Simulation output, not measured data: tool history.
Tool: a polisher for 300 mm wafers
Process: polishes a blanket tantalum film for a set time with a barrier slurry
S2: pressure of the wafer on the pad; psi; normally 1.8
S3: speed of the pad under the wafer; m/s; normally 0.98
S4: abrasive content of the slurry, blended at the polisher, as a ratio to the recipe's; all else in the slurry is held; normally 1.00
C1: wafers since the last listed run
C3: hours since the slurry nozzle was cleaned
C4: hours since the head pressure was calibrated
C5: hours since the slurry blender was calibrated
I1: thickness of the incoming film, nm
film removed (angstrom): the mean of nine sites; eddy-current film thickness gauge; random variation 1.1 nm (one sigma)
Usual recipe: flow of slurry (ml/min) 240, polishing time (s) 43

run 1 hour=0.0 | flow_of_slurry_(ml/min)=240 S2=1.8 S3=0.98 S4=0.80 polishing_time_(s)=43 | C1=0 wafers_polished_on_this_pad=19 C3=211.7 C4=1091.2 C5=449.5 | I1=303.0 | film_removed_(angstrom)=717
run 2 hour=13.6 | flow_of_slurry_(ml/min)=220 S2=2.3 S3=0.98 S4=1.00 polishing_time_(s)=43 | C1=202 wafers_polished_on_this_pad=221 C3=225.3 C4=1104.8 C5=463.1 | I1=299.7 | film_removed_(angstrom)=985
run 3 hour=28.8 | flow_of_slurry_(ml/min)=240 S2=1.8 S3=0.98 S4=1.00 polishing_time_(s)=43 | C1=226 wafers_polished_on_this_pad=447 C3=240.5 C4=1120.0 C5=478.3 | I1=297.0 | film_removed_(angstrom)=763
run 4 hour=45.2 | flow_of_slurry_(ml/min)=240 S2=1.8 S3=0.98 S4=1.00 polishing_time_(s)=43 | C1=243 wafers_polished_on_this_pad=691 C3=256.9 C4=1136.4 C5=494.7 | I1=302.8 | film_removed_(angstrom)=786
-- hour=65.3 slurry blender recalibrated
run 5 hour=68.6 | flow_of_slurry_(ml/min)=240 S2=1.8 S3=0.98 S4=1.20 polishing_time_(s)=34 | C1=318 wafers_polished_on_this_pad=1009 C3=280.3 C4=1159.8 C5=3.3 | I1=302.2 | film_removed_(angstrom)=666
run 6 hour=81.5 | flow_of_slurry_(ml/min)=240 S2=1.8 S3=0.98 S4=1.20 polishing_time_(s)=34 | C1=191 wafers_polished_on_this_pad=1201 C3=293.2 C4=1172.7 C5=16.2 | I1=300.4 | film_removed_(angstrom)=653
run 7 hour=114.9 | flow_of_slurry_(ml/min)=240 S2=1.8 S3=0.98 S4=1.20 polishing_time_(s)=34 | C1=496 wafers_polished_on_this_pad=1698 C3=326.6 C4=1206.1 C5=49.6 | I1=298.9 | film_removed_(angstrom)=650
run 8 hour=136.3 | flow_of_slurry_(ml/min)=240 S2=1.8 S3=0.98 S4=1.00 polishing_time_(s)=43 | C1=318 wafers_polished_on_this_pad=2016 C3=348.0 C4=1227.5 C5=71.0 | I1=299.4 | film_removed_(angstrom)=800
run 9 hour=152.0 | flow_of_slurry_(ml/min)=240 S2=1.8 S3=0.98 S4=1.00 polishing_time_(s)=43 | C1=233 wafers_polished_on_this_pad=2249 C3=363.7 C4=1243.2 C5=86.7 | I1=302.1 | film_removed_(angstrom)=787
-- hour=172.8 worn pad replaced by a new one
run 10 hour=182.3 | flow_of_slurry_(ml/min)=240 S2=1.8 S3=0.98 S4=0.90 polishing_time_(s)=43 | C1=391 wafers_polished_on_this_pad=141 C3=394.0 C4=1273.5 C5=117.0 | I1=297.7 | film_removed_(angstrom)=730
-- hour=207.3 slurry nozzle cleaned
run 11 hour=218.2 | flow_of_slurry_(ml/min)=240 S2=2.1 S3=0.98 S4=1.00 polishing_time_(s)=43 | C1=518 wafers_polished_on_this_pad=660 C3=10.9 C4=1309.4 C5=152.9 | I1=302.2 | film_removed_(angstrom)=897
-- hour=228.3 head pressure recalibrated
run 12 hour=248.5 | flow_of_slurry_(ml/min)=240 S2=1.8 S3=0.98 S4=1.00 polishing_time_(s)=43 | C1=420 wafers_polished_on_this_pad=1080 C3=41.2 C4=20.2 C5=183.2 | I1=297.7 | film_removed_(angstrom)=779
run 13 hour=264.4 | flow_of_slurry_(ml/min)=240 S2=1.8 S3=0.98 S4=1.00 polishing_time_(s)=43 | C1=236 wafers_polished_on_this_pad=1317 C3=57.1 C4=36.1 C5=199.1 | I1=303.2 | film_removed_(angstrom)=767
run 14 hour=290.4 | flow_of_slurry_(ml/min)=240 S2=1.8 S3=0.98 S4=1.00 polishing_time_(s)=43 | C1=386 wafers_polished_on_this_pad=1704 C3=83.1 C4=62.1 C5=225.1 | I1=298.0 | film_removed_(angstrom)=798
run 15 hour=313.2 | flow_of_slurry_(ml/min)=280 S2=1.8 S3=0.98 S4=1.15 polishing_time_(s)=43 | C1=339 wafers_polished_on_this_pad=2043 C3=105.9 C4=84.9 C5=247.9 | I1=295.5 | film_removed_(angstrom)=836
run 16 hour=337.5 | flow_of_slurry_(ml/min)=240 S2=1.8 S3=1.18 S4=1.00 polishing_time_(s)=43 | C1=361 wafers_polished_on_this_pad=2404 C3=130.2 C4=109.2 C5=272.2 | I1=302.3 | film_removed_(angstrom)=953
-- hour=342.7 worn pad replaced by a new one
run 17 hour=349.6 | flow_of_slurry_(ml/min)=240 S2=1.8 S3=0.70 S4=1.20 polishing_time_(s)=43 | C1=120 wafers_polished_on_this_pad=103 C3=142.3 C4=121.3 C5=284.3 | I1=301.2 | film_removed_(angstrom)=592
run 18 hour=370.7 | flow_of_slurry_(ml/min)=240 S2=1.8 S3=0.98 S4=1.00 polishing_time_(s)=55 | C1=313 wafers_polished_on_this_pad=417 C3=163.4 C4=142.4 C5=305.4 | I1=301.5 | film_removed_(angstrom)=996
run 19 hour=391.5 | flow_of_slurry_(ml/min)=240 S2=1.8 S3=0.98 S4=1.20 polishing_time_(s)=35 | C1=309 wafers_polished_on_this_pad=726 C3=184.2 C4=163.2 C5=326.2 | I1=294.7 | film_removed_(angstrom)=689
run 20 hour=412.4 | flow_of_slurry_(ml/min)=240 S2=1.8 S3=0.98 S4=1.00 polishing_time_(s)=43 | C1=310 wafers_polished_on_this_pad=1037 C3=205.1 C4=184.1 C5=347.1 | I1=302.0 | film_removed_(angstrom)=764
run 21 hour=438.3 | flow_of_slurry_(ml/min)=240 S2=1.8 S3=0.98 S4=1.00 polishing_time_(s)=43 | C1=385 wafers_polished_on_this_pad=1422 C3=231.0 C4=210.0 C5=373.0 | I1=299.3 | film_removed_(angstrom)=783
run 22 hour=458.0 | flow_of_slurry_(ml/min)=195 S2=1.8 S3=0.78 S4=1.20 polishing_time_(s)=43 | C1=292 wafers_polished_on_this_pad=1715 C3=250.7 C4=229.7 C5=392.7 | I1=299.1 | film_removed_(angstrom)=656
run 23 hour=470.8 | flow_of_slurry_(ml/min)=240 S2=1.8 S3=0.98 S4=0.85 polishing_time_(s)=29 | C1=190 wafers_polished_on_this_pad=1905 C3=263.5 C4=242.5 C5=405.5 | I1=298.4 | film_removed_(angstrom)=472
run 24 hour=501.8 | flow_of_slurry_(ml/min)=265 S2=1.6 S3=0.86 S4=1.00 polishing_time_(s)=51 | C1=460 wafers_polished_on_this_pad=2366 C3=294.5 C4=273.5 C5=436.5 | I1=296.0 | film_removed_(angstrom)=721
-- hour=518.3 worn pad replaced by a new one
run 25 hour=524.6 | flow_of_slurry_(ml/min)=240 S2=1.8 S3=0.98 S4=0.85 polishing_time_(s)=29 | C1=279 wafers_polished_on_this_pad=93 C3=317.3 C4=296.3 C5=459.3 | I1=299.7 | film_removed_(angstrom)=489
run 26 hour=548.5 | flow_of_slurry_(ml/min)=280 S2=1.8 S3=0.98 S4=1.00 polishing_time_(s)=29 | C1=355 wafers_polished_on_this_pad=449 C3=341.2 C4=320.2 C5=483.2 | I1=303.2 | film_removed_(angstrom)=534
-- hour=554.0 slurry blender recalibrated
run 27 hour=560.7 | flow_of_slurry_(ml/min)=185 S2=1.8 S3=0.98 S4=1.00 polishing_time_(s)=43 | C1=151 wafers_polished_on_this_pad=600 C3=353.4 C4=332.4 C5=6.7 | I1=297.4 | film_removed_(angstrom)=782
run 28 hour=591.1 | flow_of_slurry_(ml/min)=165 S2=1.8 S3=1.28 S4=1.00 polishing_time_(s)=43 | C1=452 wafers_polished_on_this_pad=1052 C3=383.8 C4=362.8 C5=37.1 | I1=301.2 | film_removed_(angstrom)=990
run 29 hour=619.1 | flow_of_slurry_(ml/min)=285 S2=1.8 S3=0.98 S4=1.20 polishing_time_(s)=32 | C1=416 wafers_polished_on_this_pad=1469 C3=411.8 C4=390.8 C5=65.1 | I1=303.5 | film_removed_(angstrom)=617

5 options for the next run, each taken on its own from the tool as it stands now. Forecast them:
run A hour=619.5 | flow_of_slurry_(ml/min)=240 S2=1.5 S3=0.98 S4=1.00 polishing_time_(s)=43 | C1=5 wafers_polished_on_this_pad=1475 C3=412.2 C4=391.2 C5=65.5 | I1=296.9 | film_removed_(angstrom)=?
run B hour=619.5 | flow_of_slurry_(ml/min)=240 S2=1.8 S3=0.98 S4=1.00 polishing_time_(s)=51 | C1=5 wafers_polished_on_this_pad=1475 C3=412.2 C4=391.2 C5=65.5 | I1=296.9 | film_removed_(angstrom)=?
run C hour=619.5 | flow_of_slurry_(ml/min)=240 S2=2.2 S3=0.98 S4=1.00 polishing_time_(s)=43 | C1=5 wafers_polished_on_this_pad=1475 C3=412.2 C4=391.2 C5=65.5 | I1=296.9 | film_removed_(angstrom)=?
run D hour=619.5 | flow_of_slurry_(ml/min)=240 S2=1.8 S3=0.98 S4=1.00 polishing_time_(s)=47 | C1=5 wafers_polished_on_this_pad=1475 C3=412.2 C4=391.2 C5=65.5 | I1=296.9 | film_removed_(angstrom)=?
run E hour=619.5 | flow_of_slurry_(ml/min)=310 S2=1.8 S3=1.22 S4=1.00 polishing_time_(s)=43 | C1=5 wafers_polished_on_this_pad=1475 C3=412.2 C4=391.2 C5=65.5 | I1=296.9 | film_removed_(angstrom)=?

run=A film_removed_(angstrom)=660
run=B film_removed_(angstrom)=940
run=C film_removed_(angstrom)=968
run=D film_removed_(angstrom)=866
run=E film_removed_(angstrom)=1007
What these runs would have given with no unlogged condition in the tool:
run=A film_removed_(angstrom)=660
run=B film_removed_(angstrom)=940
run=C film_removed_(angstrom)=968
run=D film_removed_(angstrom)=866
run=E film_removed_(angstrom)=1007
